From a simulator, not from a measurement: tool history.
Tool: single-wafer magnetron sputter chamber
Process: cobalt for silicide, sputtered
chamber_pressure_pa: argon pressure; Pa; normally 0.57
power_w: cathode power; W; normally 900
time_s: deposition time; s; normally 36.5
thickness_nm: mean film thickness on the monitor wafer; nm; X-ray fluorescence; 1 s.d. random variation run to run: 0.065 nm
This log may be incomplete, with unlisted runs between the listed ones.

run	hour	chamber_pressure_pa	power_w	time_s	wafers since the last listed run	wafers on the sputter target	hours since the last manometer calibration	hours since the magnet pack was replaced	hours since the gauge calibration	read-back reference wafer on the same gauge, thickness_nm	thickness_nm
1	0	0.419	900	36.5	0	2313	1010.1	4936.7	216.1	16.704	15.607
2	107.5	0.419	900	36.5	2061	4375	1117.6	5044.2	323.6	16.688	15.734
# hour 125.7: sputter target and shields replaced
3	163.6	0.616	800	36.5	922	726	1173.7	5100.3	379.7	16.669	13.09
# hour 412.5: capacitance manometer re-zeroed and calibrated
# hour 421.8: sputter target and shields replaced
4	487.1	0.616	800	36.5	5898	1251	74.6	5423.8	703.2	16.673	13.307
5	548.4	0.616	800	36.5	1175	2427	135.9	5485.1	764.5	16.691	13.379
6	618.2	0.715	900	36.5	1338	3766	205.7	5554.9	834.3	16.69	14.61
# hour 666.1: sputter target and shields replaced
7	710.5	0.715	900	36.5	1616	851	298	5647.2	926.6	16.711	14.61
8	761.7	0.57	800	36.5	982	1833	349.2	5698.4	977.8	16.679	13.456
9	865	0.57	900	36.5	1981	3814	452.5	5801.7	1081.1	16.702	15.151
# hour 868: gauge calibrated
# hour 918.9: sputter target and shields replaced
10	919.4	0.616	800	36.5	890	9	506.9	5856.1	51.4	16.691	13.222
11	976.9	0.57	1100	32.4	1102	1112	564.4	5913.6	108.9	16.712	16.291
# hour 991.2: magnet pack replaced
12	1077.2	0.57	900	36.5	1770	2882	664.7	86	209.2	16.731	15.01
13	1162.3	0.57	900	31.6	1632	4515	749.8	171.1	294.3	16.673	12.983
# hour 1213.7: sputter target and shields replaced
14	1242.7	0.361	750	36.5	1388	556	830.2	251.5	374.7	16.713	13.228

What will run 15 give?
15	1343	0.57	900	42.6	1923	2480	930.5	351.8	475	?	?

Logged for run 15: read-back reference wafer on the same gauge, thickness_nm 16.708, thickness_nm 17.532 nm.
Had the tool carried no hidden state, the very same run would have given thickness_nm 17.709 nm.
